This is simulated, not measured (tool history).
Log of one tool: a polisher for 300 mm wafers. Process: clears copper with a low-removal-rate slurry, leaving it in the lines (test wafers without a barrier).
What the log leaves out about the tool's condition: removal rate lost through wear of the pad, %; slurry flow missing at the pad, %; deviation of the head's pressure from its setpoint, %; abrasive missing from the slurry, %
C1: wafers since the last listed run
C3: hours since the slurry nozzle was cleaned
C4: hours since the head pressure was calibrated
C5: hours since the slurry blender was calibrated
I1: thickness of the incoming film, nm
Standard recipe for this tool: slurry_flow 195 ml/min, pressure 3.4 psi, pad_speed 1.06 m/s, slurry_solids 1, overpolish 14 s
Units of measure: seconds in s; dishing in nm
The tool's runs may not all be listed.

Run 1, day 0: usual settings; C1 0; wafers polished on this pad 71; C3 223.3; C4 328.3; C5 227.8; I1 362.9. Result: seconds 111.7 s, dishing 33.4 nm.
At day 0.221: slurry blender recalibrated.
Run 2, day 3.179: usual settings but pad_speed 0.92 m/s; C1 524; wafers polished on this pad 595; C3 299.6; C4 404.6; C5 71; I1 370.5. Result: seconds 136.2 s, dishing 31.5 nm.
At day 5.675: slurry nozzle cleaned.
Run 3, day 6.221: usual settings; C1 507; wafers polished on this pad 1103; C3 13.1; C4 477.6; C5 144; I1 371. Result: seconds 113.1 s, dishing 34.6 nm.
Run 4, day 8.321: usual settings; C1 355; wafers polished on this pad 1459; C3 63.5; C4 528; C5 194.4; I1 367.7. Result: seconds 113.3 s, dishing 34.9 nm.
At day 9.079: worn pad replaced by a new one.
At day 11.321: slurry blender recalibrated.
Run 5, day 11.583: usual settings; C1 510; wafers polished on this pad 409; C3 141.8; C4 606.3; C5 6.3; I1 364.7. Result: seconds 109.1 s, dishing 35.2 nm.
Run 6, day 14.154: usual settings; C1 435; wafers polished on this pad 845; C3 203.5; C4 668; C5 68; I1 365.8. Result: seconds 117.4 s, dishing 34.3 nm.
Run 7, day 16.167: usual settings; C1 340; wafers polished on this pad 1185; C3 251.8; C4 716.3; C5 116.3; I1 360.1. Result: seconds 114.1 s, dishing 33.9 nm.
At day 16.992: head pressure recalibrated.
Run 8, day 18.833: usual settings; C1 437; wafers polished on this pad 1623; C3 315.8; C4 44.2; C5 180.3; I1 368.9. Result: seconds 117.3 s, dishing 35.2 nm.
Run 9, day 20.55: usual settings; C1 290; wafers polished on this pad 1913; C3 357; C4 85.4; C5 221.5; I1 368.9. Result: seconds 112.7 s, dishing 34.5 nm.
At day 20.692: slurry nozzle cleaned.
At day 21.338: worn pad replaced by a new one.
At day 22.254: slurry blender recalibrated.
Run 10, day 24.388: usual settings but slurry_flow 260 ml/min; C1 600; wafers polished on this pad 502; C3 88.7; C4 177.5; C5 51.2; I1 370.6. Result: seconds 114 s, dishing 35.7 nm.
Run 11, day 27.75: usual settings; C1 569; wafers polished on this pad 1071; C3 169.4; C4 258.2; C5 131.9; I1 361. Result: seconds 112 s, dishing 34.9 nm.

For run 12, what comes out?
Run 12, day 31.238: usual settings but slurry_flow 145 ml/min, pressure 3.8 psi, slurry_solids 0.7; C1 590; wafers polished on this pad 1662; C3 253.1; C4 341.9; C5 215.6; I1 369.1. Result: seconds ?, dishing ?.

{"run 12": {"seconds": 116.8, "dishing": 33}}
Minus the tool's unlogged condition, the same run would have read seconds 116.8 s, dishing 33 nm.
